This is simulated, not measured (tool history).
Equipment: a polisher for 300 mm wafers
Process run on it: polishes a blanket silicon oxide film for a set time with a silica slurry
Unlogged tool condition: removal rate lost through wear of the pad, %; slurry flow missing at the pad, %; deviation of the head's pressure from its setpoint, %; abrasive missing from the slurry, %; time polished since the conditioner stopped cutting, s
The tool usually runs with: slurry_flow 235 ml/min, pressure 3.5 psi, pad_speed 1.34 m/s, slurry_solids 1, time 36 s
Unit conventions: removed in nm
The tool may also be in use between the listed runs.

run	hour	slurry_flow	pressure	pad_speed	slurry_solids	time	wafers since the last listed run	wafers polished on this pad	hours since the slurry nozzle was cleaned	hours since the head pressure was calibrated	hours since the slurry blender was calibrated	hours since the conditioning disc was replaced	incoming thickness of the incoming film, nm	removed
1	0	235	3.5	1.34	1	36	0	154	527.3	821.4	296.2	166.3	723.6	95.5
2	15.6	235	3.5	1.34	1	36	123	277	542.9	837	311.8	181.9	732.6	95
3	26.8	235	3.5	1.34	1	36	88	366	554.1	848.2	323	193.1	725.1	95.7
4	42.8	235	3.5	1.34	1	36	126	493	570.1	864.2	339	209.1	731.3	94.5
5	55.3	235	3.5	1.34	1	36	98	592	582.6	876.7	351.5	221.6	741.4	94.5
6	67.9	235	3.5	1.34	1	36	99	691	595.2	889.3	364.1	234.2	729.1	94.6
7	89.2	235	3.5	1.34	1	36	168	860	616.5	910.6	385.4	255.5	729.4	93.6
# hour 93.9: worn pad replaced by a new one
# hour 101.5: head pressure recalibrated
8	102	235	3.5	1.34	1	36	53	48	629.3	0.5	398.2	268.3	734.4	94.1
9	114.9	235	3.5	1.34	1	36	102	150	642.2	13.4	411.1	281.2	744.6	93.7
10	121.6	235	3.5	1.34	1	36	53	203	648.9	20.1	417.8	287.9	734.3	94.3
# hour 147.6: conditioning disc replaced and pad reconditioned
11	147.9	235	3.1	0.92	0.8	36	192	395	675.2	46.4	444.1	0.3	735.7	60.5
12	166.2	235	3.5	1.34	1	36	144	540	693.5	64.7	462.4	18.6	727.4	93.1
# hour 171.6: slurry nozzle cleaned
13	177.3	235	3.5	1.34	1	36	79	620	5.7	75.8	473.5	29.7	728.2	100.4
14	192.9	215	3.5	0.92	1	36	123	743	21.3	91.4	489.1	45.3	727.7	80.8

Expected results for the next run?
# hour 198.6: slurry blender recalibrated
15	200.4	235	2.8	1.34	0.9	36	43	787	28.8	98.9	1.8	52.8	718.2	?

removed: 76.6 nm
Were there no unlogged condition in the tool, this run, its random variation unchanged, would have produced removed 76.9 nm.
